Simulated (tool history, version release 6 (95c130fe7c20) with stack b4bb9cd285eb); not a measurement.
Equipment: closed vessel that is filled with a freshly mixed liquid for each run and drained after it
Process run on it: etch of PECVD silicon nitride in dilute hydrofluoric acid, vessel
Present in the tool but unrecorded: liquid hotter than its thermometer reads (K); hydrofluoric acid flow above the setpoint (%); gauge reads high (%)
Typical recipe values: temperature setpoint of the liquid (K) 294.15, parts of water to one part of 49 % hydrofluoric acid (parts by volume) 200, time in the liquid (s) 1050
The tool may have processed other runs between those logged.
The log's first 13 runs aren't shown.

run	hour	temperature setpoint of the liquid (K)	parts of water to one part of 49 % hydrofluoric acid (parts by volume)	time in the liquid (s)	wafers since the last listed run	hours since the thermometer was replaced	hours since the hydrofluoric acid flow meter was replaced	hours since the gauge calibration	read-back film thickness of the PECVD silicon nitride reference wafer, read on the same gauge (nm)	thickness taken off the PECVD silicon nitride on a monitor wafer (nm)
14	169.2	298.15	150	1260	452	1635.9	724.3	390.3	119.99	41.53
15	183.8	290.65	230	1050	825	1650.5	738.9	404.9	119.99	13.85
16	197.3	290.65	200	1050	763	1664	752.4	418.4	120.01	15.92
# hour 206.5: hydrofluoric acid flow meter replaced
17	211.7	296.65	140	1440	757	1678.4	5.2	432.8	120.02	45.56
18	227	294.15	200	1230	865	1693.7	20.5	448.1	120	23.4
19	235.3	294.15	200	455	469	1702	28.8	456.4	120.01	8.65
20	246.6	294.15	175	1540	638	1713.3	40.1	467.7	120.01	33.6
21	260	294.15	265	1340	757	1726.7	53.5	481.1	119.98	19.28
# hour 262.1: gauge calibrated
# hour 276: thermometer replaced
22	277.6	294.15	200	635	938	1.6	71.1	15.5	120.01	10.43
23	290.8	292.15	200	1450	746	14.8	84.3	28.7	119.99	20.67
24	299.6	297.15	200	1540	497	23.6	93.1	37.5	120.01	30.56
25	317.4	298.65	200	1050	1006	41.4	110.9	55.3	120	22.81
26	328.4	297.15	145	1555	622	52.4	121.9	66.3	119.98	42.24
27	337.8	295.65	200	455	531	61.8	131.3	75.7	120	8.2
28	350.7	294.15	200	890	729	74.7	144.2	88.6	120	14.65
29	364.9	294.15	200	1050	802	88.9	158.4	102.8	120.01	17.08
30	378	294.15	200	1050	740	102	171.5	115.9	119.99	17.39
31	393.1	294.15	200	1050	853	117.1	186.6	131	120	17.25
32	405	294.15	200	1050	672	129	198.5	142.9	120	17.32

What if the next run were any one of these 4? Each begins from the tool's condition after run 32:
A	405.9	294.15	200	1050	50	129.9	199.4	143.8	?	?
B	405.9	294.15	135	1050	50	129.9	199.4	143.8	?	?
C	405.9	294.15	120	1440	50	129.9	199.4	143.8	?	?
D	405.9	296.65	200	1050	50	129.9	199.4	143.8	?	?

run	read-back film thickness of the PECVD silicon nitride reference wafer, read on the same gauge (nm)	thickness taken off the PECVD silicon nitride on a monitor wafer (nm)
A	120	17.48
B	120	25.67
C	120	39.51
D	120	20.52
With no hidden state in the tool, these same runs would have given:
run	thickness taken off the PECVD silicon nitride on a monitor wafer (nm)
A	17.17
B	25.22
C	38.8
D	20.17
